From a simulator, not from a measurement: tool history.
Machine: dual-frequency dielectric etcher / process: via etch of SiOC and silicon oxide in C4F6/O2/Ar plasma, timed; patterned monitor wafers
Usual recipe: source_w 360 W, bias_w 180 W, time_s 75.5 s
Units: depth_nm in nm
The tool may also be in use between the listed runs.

| run | hour | source_w | bias_w | time_s | wafers since the last listed run | hours since the last wet clean | hours since the last source power generator calibration | hours since the last bias power generator calibration | hours since the last upper electrode change | hours since the gauge calibration | read-back reference wafer on the same gauge, depth_nm | depth_nm |
|---|---|---|---|---|---|---|---|---|---|---|---|---|
| 1 | 0.0 | 360 | 180 | 75.5 | 0 | 267.1 | 3201.8 | 1571.5 | 5050.4 | 998.5 | 73.4 | 88.7 |
| 2 | 72.4 | 360 | 167 | 75.5 | 1173 | 339.5 | 3274.2 | 1643.9 | 5122.8 | 1070.9 | 73.5 | 87.1 |
|  | 81.0 | source power generator calibrated |
| 3 | 169.3 | 360 | 180 | 86.0 | 1505 | 436.4 | 88.3 | 1740.8 | 5219.7 | 1167.8 | 73.5 | 100.1 |
| 4 | 232.2 | 360 | 180 | 86.0 | 1019 | 499.3 | 151.2 | 1803.7 | 5282.6 | 1230.7 | 73.4 | 100.1 |
| 5 | 335.4 | 360 | 180 | 86.0 | 1672 | 602.5 | 254.4 | 1906.9 | 5385.8 | 1333.9 | 73.5 | 100.1 |
|  | 416.7 | wet clean of the chamber |
| 6 | 417.2 | 420 | 206 | 75.5 | 936 | 0.5 | 336.2 | 1988.7 | 5467.6 | 1415.7 | 73.4 | 97.9 |
| 7 | 471.3 | 410 | 209 | 66.5 | 876 | 54.6 | 390.3 | 2042.8 | 5521.7 | 1469.8 | 73.6 | 85.4 |
| 8 | 512.7 | 360 | 180 | 75.5 | 671 | 96.0 | 431.7 | 2084.2 | 5563.1 | 1511.2 | 73.5 | 87.9 |
| 9 | 557.5 | 320 | 180 | 75.5 | 726 | 140.8 | 476.5 | 2129.0 | 5607.9 | 1556.0 | 73.5 | 85.7 |
| 10 | 630.6 | 290 | 210 | 75.5 | 1184 | 213.9 | 549.6 | 2202.1 | 5681.0 | 1629.1 | 73.5 | 86.6 |
|  | 678.8 | upper electrode replaced |
| 11 | 736.9 | 320 | 166 | 58.0 | 1334 | 320.2 | 655.9 | 2308.4 | 58.1 | 1735.4 | 73.5 | 64.4 |
| 12 | 827.8 | 360 | 220 | 63.0 | 1473 | 411.1 | 746.8 | 2399.3 | 149.0 | 1826.3 | 73.5 | 79.7 |
| 13 | 872.4 | 360 | 180 | 75.5 | 722 | 455.7 | 791.4 | 2443.9 | 193.6 | 1870.9 | 73.6 | 89.2 |
|  | 899.4 | bias power generator calibrated |
| 14 | 954.6 | 360 | 180 | 75.5 | 1267 | 537.9 | 873.6 | 55.2 | 275.8 | 1953.1 | 73.6 | 88.0 |
|  | 1043.1 | wet clean of the chamber |
| 15 | 1043.6 | 360 | 180 | 87.0 | 1053 | 0.5 | 962.6 | 144.2 | 364.8 | 2042.1 | 73.5 | 101.0 |
| 16 | 1091.6 | 360 | 180 | 75.5 | 778 | 48.5 | 1010.6 | 192.2 | 412.8 | 2090.1 | 73.5 | 87.7 |
| 17 | 1264.7 | 270 | 154 | 54.5 | 2806 | 221.6 | 1183.7 | 365.3 | 585.9 | 2263.2 | 73.4 | 54.8 |
| 18 | 1309.8 | 300 | 209 | 53.5 | 731 | 266.7 | 1228.8 | 410.4 | 631.0 | 2308.3 | 73.5 | 61.5 |
|  | 1387.4 | gauge calibrated |
| 19 | 1390.9 | 360 | 180 | 75.5 | 1314 | 347.8 | 1309.9 | 491.5 | 712.1 | 3.5 | 73.6 | 87.9 |
| 20 | 1498.0 | 360 | 180 | 75.5 | 1736 | 454.9 | 1417.0 | 598.6 | 819.2 | 110.6 | 73.5 | 87.9 |
| 21 | 1560.6 | 430 | 157 | 91.5 | 1014 | 517.5 | 1479.6 | 661.2 | 881.8 | 173.2 | 73.5 | 108.9 |
| 22 | 1668.3 | 400 | 215 | 98.0 | 1745 | 625.2 | 1587.3 | 768.9 | 989.5 | 280.9 | 73.5 | 125.1 |
| 23 | 1741.2 | 360 | 180 | 75.5 | 1181 | 698.1 | 1660.2 | 841.8 | 1062.4 | 353.8 | 73.5 | 88.8 |
|  | 1816.8 | wet clean of the chamber |
| 24 | 1824.0 | 360 | 141 | 75.5 | 953 | 7.2 | 1743.0 | 924.6 | 1145.2 | 436.6 | 73.5 | 82.4 |
| 25 | 1891.0 | 380 | 146 | 84.5 | 1086 | 74.2 | 1810.0 | 991.6 | 1212.2 | 503.6 | 73.5 | 94.8 |
| 26 | 1947.9 | 310 | 221 | 75.5 | 922 | 131.1 | 1866.9 | 1048.5 | 1269.1 | 560.5 | 73.5 | 90.0 |
| 27 | 1984.2 | 320 | 180 | 95.5 | 588 | 167.4 | 1903.2 | 1084.8 | 1305.4 | 596.8 | 73.5 | 107.5 |
| 28 | 2070.4 | 360 | 180 | 86.0 | 1397 | 253.6 | 1989.4 | 1171.0 | 1391.6 | 683.0 | 73.6 | 101.6 |
| 29 | 2122.5 | 360 | 180 | 75.5 | 844 | 305.7 | 2041.5 | 1223.1 | 1443.7 | 735.1 | 73.6 | 88.4 |
| 30 | 2182.4 | 390 | 180 | 61.5 | 971 | 365.6 | 2101.4 | 1283.0 | 1503.6 | 795.0 | 73.4 | 74.8 |

Had the tool no unlogged condition, and each run kept its random variation, what would the results have been?
What the log doesn't record here: etch rate over this chamber's usual, %; source power that arrives over what is set, %; bias power that arrives over what is set, %; gauge reads high (%).
| run | depth_nm |
|---|---|
| 1 | 86.7 |
| 2 | 85.1 |
| 3 | 99.3 |
| 4 | 99.2 |
| 5 | 98.9 |
| 6 | 96.5 |
| 7 | 84.2 |
| 8 | 86.5 |
| 9 | 84.3 |
| 10 | 85.0 |
| 11 | 63.1 |
| 12 | 77.9 |
| 13 | 87.2 |
| 14 | 87.4 |
| 15 | 100.2 |
| 16 | 87.0 |
| 17 | 54.3 |
| 18 | 60.9 |
| 19 | 87.0 |
| 20 | 86.9 |
| 21 | 107.6 |
| 22 | 123.6 |
| 23 | 87.7 |
| 24 | 81.3 |
| 25 | 93.4 |
| 26 | 88.7 |
| 27 | 105.9 |
| 28 | 100.0 |
| 29 | 87.0 |
| 30 | 73.5 |
